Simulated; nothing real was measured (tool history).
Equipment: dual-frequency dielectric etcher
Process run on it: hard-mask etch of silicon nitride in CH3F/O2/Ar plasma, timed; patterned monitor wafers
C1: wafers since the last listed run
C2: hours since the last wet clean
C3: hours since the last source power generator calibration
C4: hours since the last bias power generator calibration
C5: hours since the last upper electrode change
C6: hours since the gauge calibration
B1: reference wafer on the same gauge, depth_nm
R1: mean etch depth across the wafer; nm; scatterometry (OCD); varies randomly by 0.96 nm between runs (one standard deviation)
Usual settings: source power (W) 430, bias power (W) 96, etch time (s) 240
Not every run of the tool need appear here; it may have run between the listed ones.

{"run": 1, "day": 0.0, "source power (W)": 430, "bias power (W)": 96, "etch time (s)": 240, "C1": 0, "C2": 313.2, "C3": 270.5, "C4": 1313.9, "C5": 3546.2, "C6": 690, "B1": 201.1, "R1": 182}
{"run": 2, "day": 3.721, "source power (W)": 430, "bias power (W)": 96, "etch time (s)": 240, "C1": 575, "C2": 402.5, "C3": 359.8, "C4": 1403.2, "C5": 3635.5, "C6": 779.3, "B1": 201, "R1": 183.1}
{"run": 3, "day": 7.438, "source power (W)": 430, "bias power (W)": 80, "etch time (s)": 240, "C1": 574, "C2": 491.7, "C3": 449, "C4": 1492.4, "C5": 3724.7, "C6": 868.5, "B1": 201, "R1": 166.7}
{"day": 9.692, "done": "wet clean of the chamber"}
{"run": 4, "day": 9.808, "source power (W)": 430, "bias power (W)": 96, "etch time (s)": 240, "C1": 211, "C2": 2.8, "C3": 505.9, "C4": 1549.3, "C5": 3781.6, "C6": 925.4, "B1": 200.6, "R1": 181.1}
{"run": 5, "day": 14.058, "source power (W)": 430, "bias power (W)": 96, "etch time (s)": 240, "C1": 657, "C2": 104.8, "C3": 607.9, "C4": 1651.3, "C5": 3883.6, "C6": 1027.4, "B1": 201.2, "R1": 181.7}
{"run": 6, "day": 16.267, "source power (W)": 430, "bias power (W)": 96, "etch time (s)": 240, "C1": 341, "C2": 157.8, "C3": 660.9, "C4": 1704.3, "C5": 3936.6, "C6": 1080.4, "B1": 201.1, "R1": 182.1}
{"run": 7, "day": 19.421, "source power (W)": 430, "bias power (W)": 96, "etch time (s)": 240, "C1": 487, "C2": 233.5, "C3": 736.6, "C4": 1780, "C5": 4012.3, "C6": 1156.1, "B1": 200.9, "R1": 182}
{"day": 21.979, "done": "upper electrode replaced"}
{"run": 8, "day": 22.0, "source power (W)": 430, "bias power (W)": 96, "etch time (s)": 240, "C1": 244, "C2": 295.4, "C3": 798.5, "C4": 1841.9, "C5": 0.5, "C6": 1218, "B1": 200.7, "R1": 183}
{"day": 23.367, "done": "bias power generator calibrated"}
{"run": 9, "day": 23.992, "source power (W)": 430, "bias power (W)": 96, "etch time (s)": 240, "C1": 282, "C2": 343.2, "C3": 846.3, "C4": 15, "C5": 48.3, "C6": 1265.8, "B1": 201.3, "R1": 188.4}
{"run": 10, "day": 25.738, "source power (W)": 430, "bias power (W)": 96, "etch time (s)": 240, "C1": 269, "C2": 385.1, "C3": 888.2, "C4": 56.9, "C5": 90.2, "C6": 1307.7, "B1": 200.8, "R1": 187.8}
{"run": 11, "day": 27.7, "source power (W)": 510, "bias power (W)": 85, "etch time (s)": 259.5, "C1": 303, "C2": 432.2, "C3": 935.3, "C4": 104, "C5": 137.3, "C6": 1354.8, "B1": 201, "R1": 204.8}
{"run": 12, "day": 30.304, "source power (W)": 430, "bias power (W)": 96, "etch time (s)": 240, "C1": 402, "C2": 494.7, "C3": 997.8, "C4": 166.5, "C5": 199.8, "C6": 1417.3, "B1": 200.8, "R1": 187.7}
{"run": 13, "day": 31.808, "source power (W)": 430, "bias power (W)": 79, "etch time (s)": 176.5, "C1": 232, "C2": 530.8, "C3": 1033.9, "C4": 202.6, "C5": 235.9, "C6": 1453.4, "B1": 201.1, "R1": 124.2}
{"day": 34.1, "done": "gauge calibrated"}
{"day": 34.508, "done": "wet clean of the chamber"}
{"run": 14, "day": 35.271, "source power (W)": 430, "bias power (W)": 108, "etch time (s)": 273.5, "C1": 380, "C2": 18.3, "C3": 1117, "C4": 285.7, "C5": 319, "C6": 28.1, "B1": 201, "R1": 221.1}
{"run": 15, "day": 37.412, "source power (W)": 430, "bias power (W)": 96, "etch time (s)": 240, "C1": 331, "C2": 69.7, "C3": 1168.4, "C4": 337.1, "C5": 370.4, "C6": 79.5, "B1": 201.2, "R1": 183.6}
{"run": 16, "day": 39.967, "source power (W)": 400, "bias power (W)": 96, "etch time (s)": 208.5, "C1": 394, "C2": 131, "C3": 1229.7, "C4": 398.4, "C5": 431.7, "C6": 140.8, "B1": 200.9, "R1": 154}
{"run": 17, "day": 42.725, "source power (W)": 470, "bias power (W)": 73, "etch time (s)": 189, "C1": 426, "C2": 197.2, "C3": 1295.9, "C4": 464.6, "C5": 497.9, "C6": 207, "B1": 201.2, "R1": 128.4}
{"run": 18, "day": 45.167, "source power (W)": 430, "bias power (W)": 96, "etch time (s)": 240, "C1": 377, "C2": 255.8, "C3": 1354.5, "C4": 523.2, "C5": 556.5, "C6": 265.6, "B1": 201, "R1": 182}
{"day": 47.088, "done": "source power generator calibrated"}
{"run": 19, "day": 48.971, "source power (W)": 400, "bias power (W)": 84, "etch time (s)": 195.5, "C1": 562, "C2": 347.1, "C3": 45.2, "C4": 614.5, "C5": 647.8, "C6": 356.9, "B1": 201, "R1": 134.5}
{"run": 20, "day": 51.846, "source power (W)": 510, "bias power (W)": 96, "etch time (s)": 192.5, "C1": 444, "C2": 416.1, "C3": 114.2, "C4": 683.5, "C5": 716.8, "C6": 425.9, "B1": 201, "R1": 156.5}
{"run": 21, "day": 55.175, "source power (W)": 500, "bias power (W)": 74, "etch time (s)": 240, "C1": 514, "C2": 496, "C3": 194.1, "C4": 763.4, "C5": 796.7, "C6": 505.8, "B1": 200.7, "R1": 171}
{"day": 59.721, "done": "wet clean of the chamber"}
{"run": 22, "day": 59.742, "source power (W)": 340, "bias power (W)": 80, "etch time (s)": 217.5, "C1": 551, "C2": 0.5, "C3": 303.7, "C4": 873, "C5": 906.3, "C6": 615.4, "B1": 201.3, "R1": 135.9}
{"run": 23, "day": 60.462, "source power (W)": 430, "bias power (W)": 111, "etch time (s)": 240, "C1": 111, "C2": 17.8, "C3": 321, "C4": 890.3, "C5": 923.6, "C6": 632.7, "B1": 201.3, "R1": 195.3}
{"run": 24, "day": 62.338, "source power (W)": 530, "bias power (W)": 105, "etch time (s)": 240, "C1": 289, "C2": 62.8, "C3": 366, "C4": 935.3, "C5": 968.6, "C6": 677.7, "B1": 201.1, "R1": 207.1}
{"run": 25, "day": 66.612, "source power (W)": 350, "bias power (W)": 74, "etch time (s)": 263, "C1": 660, "C2": 165.4, "C3": 468.6, "C4": 1037.9, "C5": 1071.2, "C6": 780.3, "B1": 200.9, "R1": 160.4}
{"run": 26, "day": 68.812, "source power (W)": 430, "bias power (W)": 105, "etch time (s)": 181.5, "C1": 340, "C2": 218.2, "C3": 521.4, "C4": 1090.7, "C5": 1124, "C6": 833.1, "B1": 200.7, "R1": 144}
{"run": 27, "day": 71.746, "source power (W)": 520, "bias power (W)": 116, "etch time (s)": 267, "C1": 453, "C2": 288.6, "C3": 591.8, "C4": 1161.1, "C5": 1194.4, "C6": 903.5, "B1": 201.1, "R1": 242.4}
{"run": 28, "day": 74.262, "source power (W)": 430, "bias power (W)": 96, "etch time (s)": 240, "C1": 389, "C2": 349, "C3": 652.2, "C4": 1221.5, "C5": 1254.8, "C6": 963.9, "B1": 200.8, "R1": 184.3}
{"run": 29, "day": 75.871, "source power (W)": 430, "bias power (W)": 103, "etch time (s)": 240, "C1": 248, "C2": 387.6, "C3": 690.8, "C4": 1260.1, "C5": 1293.4, "C6": 1002.5, "B1": 200.6, "R1": 192.2}
{"run": 30, "day": 78.638, "source power (W)": 430, "bias power (W)": 115, "etch time (s)": 296, "C1": 427, "C2": 454, "C3": 757.2, "C4": 1326.5, "C5": 1359.8, "C6": 1068.9, "B1": 200.9, "R1": 247.9}

3 options for the next run, each taken on its own from the tool as it stands now. Forecast them:
{"run": "A", "day": 78.658, "source power (W)": 430, "bias power (W)": 96, "etch time (s)": 240, "C1": 3, "C2": 454.5, "C3": 757.7, "C4": 1327, "C5": 1360.3, "C6": 1069.4, "B1": "?", "R1": "?"}
{"run": "B", "day": 78.658, "source power (W)": 460, "bias power (W)": 96, "etch time (s)": 240, "C1": 3, "C2": 454.5, "C3": 757.7, "C4": 1327, "C5": 1360.3, "C6": 1069.4, "B1": "?", "R1": "?"}
{"run": "C", "day": 78.658, "source power (W)": 340, "bias power (W)": 118, "etch time (s)": 203, "C1": 3, "C2": 454.5, "C3": 757.7, "C4": 1327, "C5": 1360.3, "C6": 1069.4, "B1": "?", "R1": "?"}

run=A B1=201 R1=184.7
run=B B1=201 R1=189.6
run=C B1=201 R1=158.5
With no hidden state in the tool, these same runs would have given:
run=A R1=184.9
run=B R1=189.9
run=C R1=158.9
